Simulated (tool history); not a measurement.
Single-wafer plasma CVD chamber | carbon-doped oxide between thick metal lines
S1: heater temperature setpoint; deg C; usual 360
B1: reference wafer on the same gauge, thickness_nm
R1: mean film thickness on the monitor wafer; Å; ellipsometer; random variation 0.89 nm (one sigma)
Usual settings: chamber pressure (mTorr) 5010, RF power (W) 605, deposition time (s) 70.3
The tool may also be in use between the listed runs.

Run 1, hour 0.0: usual settings but chamber pressure (mTorr) 4100, RF power (W) 530; B1 425.000. Result: R1 3298.68 Å.
Run 2, hour 38.3: usual settings but chamber pressure (mTorr) 4100, RF power (W) 530; B1 424.908. Result: R1 3302.92 Å.
Run 3, hour 106.3: usual settings but RF power (W) 560, deposition time (s) 75.5; B1 425.034. Result: R1 3729.60 Å.
Run 4, hour 136.4: usual settings but chamber pressure (mTorr) 5500, RF power (W) 520; B1 425.090. Result: R1 3402.23 Å.
Run 5, hour 172.3: usual settings but chamber pressure (mTorr) 5500, RF power (W) 520; B1 425.067. Result: R1 3408.29 Å.
Run 6, hour 235.3: usual settings but chamber pressure (mTorr) 5500, RF power (W) 520; B1 424.755. Result: R1 3404.20 Å.
Run 7, hour 280.4: usual settings but S1 351 deg C, RF power (W) 700; B1 425.050. Result: R1 3994.76 Å.
Run 8, hour 339.4: usual settings but S1 351 deg C, RF power (W) 700; B1 425.012. Result: R1 3976.72 Å.
At hour 367.9: RF generator calibrated.
Run 9, hour 378.7: usual settings but S1 350 deg C, deposition time (s) 78.1; B1 425.277. Result: R1 4223.64 Å.
Run 10, hour 421.4: usual settings; B1 425.011. Result: R1 3720.71 Å.
Run 11, hour 603.6: usual settings but S1 364 deg C, deposition time (s) 79.1; B1 425.028. Result: R1 4116.09 Å.
At hour 610.7: gauge calibrated.
Run 12, hour 640.7: usual settings but S1 364 deg C, deposition time (s) 79.1; B1 425.117. Result: R1 4093.51 Å.
Run 13, hour 670.4: usual settings but S1 348 deg C, deposition time (s) 82.6; B1 425.074. Result: R1 4452.06 Å.
Run 14, hour 703.2: usual settings but chamber pressure (mTorr) 4200; B1 424.925. Result: R1 3580.91 Å.
At hour 724.4: thermocouple changed; heater temperature recalibrated.
Run 15, hour 765.5: usual settings but chamber pressure (mTorr) 4100, RF power (W) 530; B1 424.919. Result: R1 3334.06 Å.
At hour 787.0: showerhead replaced.
Run 16, hour 815.8: usual settings but chamber pressure (mTorr) 5760; B1 425.044. Result: R1 3727.91 Å.
Run 17, hour 865.9: usual settings but chamber pressure (mTorr) 5630; B1 425.037. Result: R1 3713.00 Å.
At hour 921.6: capacitance manometer re-zeroed and calibrated.
Run 18, hour 930.7: usual settings; B1 425.000. Result: R1 3661.06 Å.
Run 19, hour 956.3: usual settings but S1 348 deg C, chamber pressure (mTorr) 3960, RF power (W) 695; B1 424.850. Result: R1 3905.03 Å.
Run 20, hour 1002.9: usual settings but S1 373 deg C, RF power (W) 650; B1 425.010. Result: R1 3685.06 Å.
Run 21, hour 1068.8: usual settings but S1 348 deg C, chamber pressure (mTorr) 4150; B1 424.767. Result: R1 3653.93 Å.
Run 22, hour 1108.8: usual settings but chamber pressure (mTorr) 5500, RF power (W) 520; B1 424.966. Result: R1 3426.30 Å.
Run 23, hour 1145.8: usual settings; B1 424.901. Result: R1 3632.40 Å.
Run 24, hour 1183.2: usual settings but S1 365 deg C, deposition time (s) 59.7; B1 424.807. Result: R1 3067.13 Å.

Forecast each of these 4 alternatives for the next run:
Run A, hour 1183.6: usual settings but chamber pressure (mTorr) 5870; B1 ?. Result: R1 ?.
Run B, hour 1183.6: usual settings but deposition time (s) 65.6; B1 ?. Result: R1 ?.
Run C, hour 1183.6: usual settings but RF power (W) 720; B1 ?. Result: R1 ?.
Run D, hour 1183.6: usual settings but chamber pressure (mTorr) 5330, deposition time (s) 60.1; B1 ?. Result: R1 ?.

run       B1       R1
  A  424.784  3724.13
  B  424.784  3406.22
  C  424.784  3980.76
  D  424.784  3150.46
Without the tool's hidden state the same runs would have given:
run       R1
  A  3811.66
  B  3486.28
  C  4071.63
  D  3224.52
